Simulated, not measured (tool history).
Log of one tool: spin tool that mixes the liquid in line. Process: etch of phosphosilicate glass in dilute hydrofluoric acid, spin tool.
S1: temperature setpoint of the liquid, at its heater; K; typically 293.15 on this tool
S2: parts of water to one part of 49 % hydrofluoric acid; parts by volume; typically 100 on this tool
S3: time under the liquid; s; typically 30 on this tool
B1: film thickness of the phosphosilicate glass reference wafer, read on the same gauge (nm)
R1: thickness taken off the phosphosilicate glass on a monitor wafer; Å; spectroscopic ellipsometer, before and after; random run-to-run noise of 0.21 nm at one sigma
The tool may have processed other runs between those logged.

{"run": 1, "hour": 0.0, "S1": 293.15, "S2": 100, "S3": 20, "B1": 60.01, "R1": 156.9}
{"run": 2, "hour": 29.1, "S1": 293.15, "S2": 100, "S3": 25, "B1": 59.99, "R1": 199.8}
{"hour": 51.3, "done": "gauge calibrated"}
{"run": 3, "hour": 69.2, "S1": 293.15, "S2": 100, "S3": 25, "B1": 59.97, "R1": 194.7}
{"run": 4, "hour": 104.3, "S1": 293.15, "S2": 100, "S3": 30, "B1": 59.99, "R1": 234.7}
{"run": 5, "hour": 280.1, "S1": 292.15, "S2": 120, "S3": 30, "B1": 59.94, "R1": 187.8}
{"hour": 303.0, "done": "hydrofluoric acid flow meter replaced"}
{"run": 6, "hour": 318.3, "S1": 293.15, "S2": 100, "S3": 30, "B1": 60.0, "R1": 219.1}
{"run": 7, "hour": 350.2, "S1": 293.15, "S2": 100, "S3": 30, "B1": 60.0, "R1": 223.5}
{"run": 8, "hour": 412.9, "S1": 293.15, "S2": 100, "S3": 30, "B1": 60.02, "R1": 224.0}
{"run": 9, "hour": 450.6, "S1": 296.65, "S2": 100, "S3": 30, "B1": 60.04, "R1": 260.6}
{"hour": 468.6, "done": "thermometer replaced"}
{"run": 10, "hour": 508.7, "S1": 296.65, "S2": 100, "S3": 30, "B1": 60.0, "R1": 261.0}
{"run": 11, "hour": 570.8, "S1": 293.15, "S2": 100, "S3": 30, "B1": 60.02, "R1": 226.2}
{"run": 12, "hour": 619.2, "S1": 293.15, "S2": 100, "S3": 25, "B1": 60.01, "R1": 187.4}
{"hour": 669.4, "done": "gauge calibrated"}
{"run": 13, "hour": 673.7, "S1": 293.15, "S2": 150, "S3": 45, "B1": 60.02, "R1": 220.9}
{"run": 14, "hour": 711.5, "S1": 293.15, "S2": 65, "S3": 30, "B1": 59.95, "R1": 370.0}
{"run": 15, "hour": 777.4, "S1": 293.15, "S2": 100, "S3": 15, "B1": 59.98, "R1": 118.7}
{"run": 16, "hour": 805.6, "S1": 290.15, "S2": 100, "S3": 30, "B1": 59.96, "R1": 206.3}
{"run": 17, "hour": 852.8, "S1": 290.65, "S2": 100, "S3": 30, "B1": 59.99, "R1": 210.5}
{"run": 18, "hour": 885.7, "S1": 295.15, "S2": 135, "S3": 40, "B1": 59.99, "R1": 244.2}
{"run": 19, "hour": 910.9, "S1": 293.15, "S2": 115, "S3": 30, "B1": 59.99, "R1": 204.0}
{"run": 20, "hour": 943.8, "S1": 293.15, "S2": 145, "S3": 30, "B1": 59.98, "R1": 154.0}

3 ways to go on from here, each from the tool as it stands after run 20. What would each give?
{"run": "A", "hour": 944.2, "S1": 293.15, "S2": 55, "S3": 30, "B1": "?", "R1": "?"}
{"run": "B", "hour": 944.2, "S1": 297.65, "S2": 60, "S3": 45, "B1": "?", "R1": "?"}
{"run": "C", "hour": 944.2, "S1": 294.65, "S2": 125, "S3": 15, "B1": "?", "R1": "?"}

run=A B1=60.00 R1=453.6
run=B B1=60.00 R1=747.8
run=C B1=60.00 R1=98.4
With no hidden state in the tool, these same runs would have given:
run=A R1=420.1
run=B R1=691.8
run=C R1=90.7

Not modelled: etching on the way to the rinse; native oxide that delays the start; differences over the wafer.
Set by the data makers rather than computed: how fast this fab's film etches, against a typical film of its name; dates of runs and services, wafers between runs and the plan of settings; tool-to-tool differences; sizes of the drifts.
